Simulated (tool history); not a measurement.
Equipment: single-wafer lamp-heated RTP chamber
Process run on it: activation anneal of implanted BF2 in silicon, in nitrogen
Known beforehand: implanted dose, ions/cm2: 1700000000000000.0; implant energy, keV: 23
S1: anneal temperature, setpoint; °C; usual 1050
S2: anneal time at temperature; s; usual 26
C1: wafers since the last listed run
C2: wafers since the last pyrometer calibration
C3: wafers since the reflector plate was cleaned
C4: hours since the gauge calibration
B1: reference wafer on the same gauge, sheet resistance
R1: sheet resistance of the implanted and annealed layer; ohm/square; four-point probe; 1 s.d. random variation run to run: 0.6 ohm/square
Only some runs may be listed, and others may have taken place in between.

run 1 hour=0.0 | S1=1050 S2=26 | C1=0 C2=2717 C3=4093 C4=41.1 | B1=103.93 | R1=101.06
run 2 hour=102.8 | S1=1050 S2=26 | C1=1543 C2=4261 C3=5637 C4=143.9 | B1=104.27 | R1=100.74
run 3 hour=166.6 | S1=1050 S2=26 | C1=957 C2=5219 C3=6595 C4=207.7 | B1=103.83 | R1=100.11
run 4 hour=273.4 | S1=1050 S2=26 | C1=1603 C2=6823 C3=8198 C4=314.5 | B1=104.00 | R1=98.30
-- hour=281.6 pyrometer window cleaned and pyrometer calibrated
run 5 hour=327.6 | S1=1050 S2=26 | C1=693 C2=691 C3=8892 C4=368.7 | B1=104.09 | R1=102.36
run 6 hour=375.3 | S1=1050 S2=26 | C1=716 C2=1407 C3=9608 C4=416.4 | B1=104.00 | R1=101.29
run 7 hour=447.3 | S1=1050 S2=26 | C1=1081 C2=2488 C3=10689 C4=488.4 | B1=104.02 | R1=102.24
run 8 hour=534.2 | S1=1050 S2=26 | C1=1304 C2=3793 C3=11994 C4=575.3 | B1=104.03 | R1=100.11
-- hour=641.3 reflector plate cleaned
run 9 hour=641.8 | S1=1050 S2=26 | C1=1495 C2=5288 C3=7 C4=682.9 | B1=103.96 | R1=98.32
-- hour=711.8 pyrometer window cleaned and pyrometer calibrated
run 10 hour=727.5 | S1=1050 S2=26 | C1=1166 C2=235 C3=1174 C4=768.6 | B1=104.04 | R1=94.75
run 11 hour=802.3 | S1=1050 S2=26 | C1=1123 C2=1358 C3=2297 C4=843.4 | B1=104.07 | R1=93.67
run 12 hour=905.7 | S1=1050 S2=26 | C1=1552 C2=2911 C3=3849 C4=946.8 | B1=103.96 | R1=94.08
run 13 hour=943.3 | S1=1050 S2=38 | C1=564 C2=3475 C3=4414 C4=984.4 | B1=104.02 | R1=87.63
-- hour=1012.1 pyrometer window cleaned and pyrometer calibrated, repeated, since the last time left the tool worse
run 14 hour=1021.4 | S1=1050 S2=26 | C1=1052 C2=138 C3=5466 C4=1062.5 | B1=103.76 | R1=103.95
-- hour=1120.5 gauge calibrated
run 15 hour=1207.7 | S1=1020 S2=26 | C1=2797 C2=2936 C3=8264 C4=87.2 | B1=104.05 | R1=124.78
run 16 hour=1279.3 | S1=1072 S2=38 | C1=1075 C2=4011 C3=9339 C4=158.8 | B1=103.92 | R1=80.94
run 17 hour=1326.2 | S1=1050 S2=26 | C1=704 C2=4715 C3=10043 C4=205.7 | B1=103.74 | R1=100.45
-- hour=1390.7 pyrometer window cleaned and pyrometer calibrated
run 18 hour=1431.2 | S1=1070 S2=26 | C1=1456 C2=608 C3=11500 C4=310.7 | B1=103.99 | R1=88.66
run 19 hour=1515.4 | S1=1050 S2=26 | C1=1264 C2=1872 C3=12764 C4=394.9 | B1=103.93 | R1=102.37
run 20 hour=1614.6 | S1=1030 S2=18 | C1=1489 C2=3362 C3=14253 C4=494.1 | B1=103.97 | R1=122.47
run 21 hour=1676.4 | S1=1079 S2=38 | C1=927 C2=4290 C3=15181 C4=555.9 | B1=104.11 | R1=77.08
run 22 hour=1722.9 | S1=1076 S2=16 | C1=698 C2=4988 C3=15880 C4=602.4 | B1=103.86 | R1=92.37
-- hour=1731.0 reflector plate cleaned
run 23 hour=1773.8 | S1=1022 S2=21 | C1=644 C2=5632 C3=642 C4=653.3 | B1=103.98 | R1=124.82
-- hour=1803.7 pyrometer window cleaned and pyrometer calibrated
run 24 hour=1856.8 | S1=1060 S2=12 | C1=1126 C2=796 C3=1768 C4=736.3 | B1=103.89 | R1=111.38
run 25 hour=1894.3 | S1=1060 S2=20 | C1=563 C2=1359 C3=2331 C4=773.8 | B1=104.12 | R1=99.53
run 26 hour=2030.7 | S1=1080 S2=30 | C1=2048 C2=3407 C3=4379 C4=910.2 | B1=104.32 | R1=81.10
run 27 hour=2071.5 | S1=1079 S2=34 | C1=612 C2=4020 C3=4992 C4=951.0 | B1=104.00 | R1=78.94

What the log doesn't show, run by run:
wafer temperature error from the tarnished reflector plate, K: 0 at every run
gauge reads high (%): 0 at every run
H1: true wafer temperature minus pyrometer reading, K
run=1 H1=2.85
run=2 H1=4.36
run=3 H1=5.29
run=4 H1=6.86
run=5 H1=1.48
run=6 H1=2.18
run=7 H1=3.23
run=8 H1=4.51
run=9 H1=6.09
run=10 H1=11.5
run=11 H1=12.6
run=12 H1=14.1
run=13 H1=14.7
run=14 H1=0.139
run=15 H1=2.87
run=16 H1=3.92
run=17 H1=4.61
run=18 H1=0.947
run=19 H1=2.18
run=20 H1=3.64
run=21 H1=4.54
run=22 H1=5.22
run=23 H1=5.97
run=24 H1=1.18
run=25 H1=1.73
run=26 H1=3.73
run=27 H1=4.33
